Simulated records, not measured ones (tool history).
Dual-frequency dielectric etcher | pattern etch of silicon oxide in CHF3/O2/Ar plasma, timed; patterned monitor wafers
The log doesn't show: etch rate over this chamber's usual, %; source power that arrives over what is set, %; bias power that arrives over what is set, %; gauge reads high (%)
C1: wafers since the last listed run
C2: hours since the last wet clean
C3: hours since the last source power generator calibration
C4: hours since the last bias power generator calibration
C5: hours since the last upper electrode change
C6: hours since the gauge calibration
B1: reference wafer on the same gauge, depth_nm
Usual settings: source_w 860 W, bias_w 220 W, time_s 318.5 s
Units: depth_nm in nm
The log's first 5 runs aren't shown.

run 6 hour=444.2 | source_w=930 bias_w=220 time_s=318.5 | C1=416 C2=473.7 C3=1646.0 C4=2872.1 C5=2128.8 C6=2875.4 | B1=733.7 | depth_nm=762.0
run 7 hour=524.4 | source_w=860 bias_w=220 time_s=318.5 | C1=417 C2=553.9 C3=1726.2 C4=2952.3 C5=2209.0 C6=2955.6 | B1=734.8 | depth_nm=734.6
run 8 hour=609.8 | source_w=990 bias_w=256 time_s=318.5 | C1=444 C2=639.3 C3=1811.6 C4=3037.7 C5=2294.4 C6=3041.0 | B1=734.5 | depth_nm=837.2
run 9 hour=701.4 | source_w=860 bias_w=220 time_s=318.5 | C1=477 C2=730.9 C3=1903.2 C4=3129.3 C5=2386.0 C6=3132.6 | B1=734.3 | depth_nm=734.4
-- hour=772.9 wet clean of the chamber
run 10 hour=776.1 | source_w=970 bias_w=269 time_s=373.5 | C1=264 C2=3.2 C3=1977.9 C4=3204.0 C5=2460.7 C6=3207.3 | B1=734.8 | depth_nm=997.3
run 11 hour=862.7 | source_w=860 bias_w=220 time_s=318.5 | C1=451 C2=89.8 C3=2064.5 C4=3290.6 C5=2547.3 C6=3293.9 | B1=734.4 | depth_nm=726.6
-- hour=909.3 gauge calibrated
-- hour=911.2 upper electrode replaced, of another model than before
run 12 hour=970.2 | source_w=680 bias_w=170 time_s=390.5 | C1=435 C2=197.3 C3=2172.0 C4=3398.1 C5=59.0 C6=60.9 | B1=733.8 | depth_nm=789.9
run 13 hour=1033.9 | source_w=860 bias_w=220 time_s=352.0 | C1=331 C2=261.0 C3=2235.7 C4=3461.8 C5=122.7 C6=124.6 | B1=733.8 | depth_nm=804.2
-- hour=1096.8 bias power generator calibrated
run 14 hour=1129.8 | source_w=970 bias_w=220 time_s=318.5 | C1=478 C2=356.9 C3=2331.6 C4=33.0 C5=218.6 C6=220.5 | B1=734.5 | depth_nm=750.3
run 15 hour=1217.6 | source_w=770 bias_w=203 time_s=381.0 | C1=457 C2=444.7 C3=2419.4 C4=120.8 C5=306.4 C6=308.3 | B1=734.1 | depth_nm=826.6
-- hour=1291.0 source power generator calibrated
run 16 hour=1317.6 | source_w=720 bias_w=240 time_s=390.5 | C1=500 C2=544.7 C3=26.6 C4=220.8 C5=406.4 C6=408.3 | B1=733.7 | depth_nm=845.8
run 17 hour=1382.1 | source_w=860 bias_w=220 time_s=318.5 | C1=336 C2=609.2 C3=91.1 C4=285.3 C5=470.9 C6=472.8 | B1=733.5 | depth_nm=715.9
run 18 hour=1449.8 | source_w=860 bias_w=220 time_s=318.5 | C1=352 C2=676.9 C3=158.8 C4=353.0 C5=538.6 C6=540.5 | B1=733.4 | depth_nm=716.9
run 19 hour=1527.0 | source_w=860 bias_w=220 time_s=258.0 | C1=402 C2=754.1 C3=236.0 C4=430.2 C5=615.8 C6=617.7 | B1=734.1 | depth_nm=575.9
-- hour=1624.2 wet clean of the chamber
run 20 hour=1624.7 | source_w=860 bias_w=220 time_s=318.5 | C1=384 C2=0.5 C3=333.7 C4=527.9 C5=713.5 C6=715.4 | B1=733.4 | depth_nm=718.6
run 21 hour=1683.0 | source_w=860 bias_w=220 time_s=318.5 | C1=303 C2=58.8 C3=392.0 C4=586.2 C5=771.8 C6=773.7 | B1=733.7 | depth_nm=712.6
run 22 hour=1761.0 | source_w=730 bias_w=169 time_s=318.5 | C1=406 C2=136.8 C3=470.0 C4=664.2 C5=849.8 C6=851.7 | B1=733.9 | depth_nm=642.4
run 23 hour=1836.6 | source_w=980 bias_w=186 time_s=407.5 | C1=393 C2=212.4 C3=545.6 C4=739.8 C5=925.4 C6=927.3 | B1=734.5 | depth_nm=920.2
run 24 hour=1882.7 | source_w=970 bias_w=188 time_s=352.5 | C1=240 C2=258.5 C3=591.7 C4=785.9 C5=971.5 C6=973.4 | B1=734.2 | depth_nm=796.2
run 25 hour=1952.8 | source_w=860 bias_w=220 time_s=318.5 | C1=365 C2=328.6 C3=661.8 C4=856.0 C5=1041.6 C6=1043.5 | B1=733.0 | depth_nm=714.0
run 26 hour=1995.3 | source_w=990 bias_w=202 time_s=318.5 | C1=221 C2=371.1 C3=704.3 C4=898.5 C5=1084.1 C6=1086.0 | B1=734.5 | depth_nm=738.8
run 27 hour=2064.3 | source_w=710 bias_w=262 time_s=343.0 | C1=359 C2=440.1 C3=773.3 C4=967.5 C5=1153.1 C6=1155.0 | B1=732.5 | depth_nm=762.6
run 28 hour=2131.8 | source_w=690 bias_w=176 time_s=368.5 | C1=351 C2=507.6 C3=840.8 C4=1035.0 C5=1220.6 C6=1222.5 | B1=734.5 | depth_nm=744.9
run 29 hour=2181.2 | source_w=770 bias_w=198 time_s=267.5 | C1=257 C2=557.0 C3=890.2 C4=1084.4 C5=1270.0 C6=1271.9 | B1=734.4 | depth_nm=567.1
run 30 hour=2252.5 | source_w=770 bias_w=198 time_s=267.5 | C1=371 C2=628.3 C3=961.5 C4=1155.7 C5=1341.3 C6=1343.2 | B1=733.6 | depth_nm=571.6

3 ways to go on from here, each from the tool as it stands after run 30. What would each give?
run A hour=2253.0 | source_w=920 bias_w=220 time_s=318.5 | C1=2 C2=628.8 C3=962.0 C4=1156.2 C5=1341.8 C6=1343.7 | B1=? | depth_nm=?
run B hour=2253.0 | source_w=860 bias_w=220 time_s=260.0 | C1=2 C2=628.8 C3=962.0 C4=1156.2 C5=1341.8 C6=1343.7 | B1=? | depth_nm=?
run C hour=2253.0 | source_w=650 bias_w=187 time_s=228.5 | C1=2 C2=628.8 C3=962.0 C4=1156.2 C5=1341.8 C6=1343.7 | B1=? | depth_nm=?

run=A B1=735.6 depth_nm=733.1
run=B B1=735.6 depth_nm=586.6
run=C B1=735.6 depth_nm=460.4
Without the tool's hidden state the same runs would have given:
run=A depth_nm=727.9
run=B depth_nm=582.4
run=C depth_nm=457.1
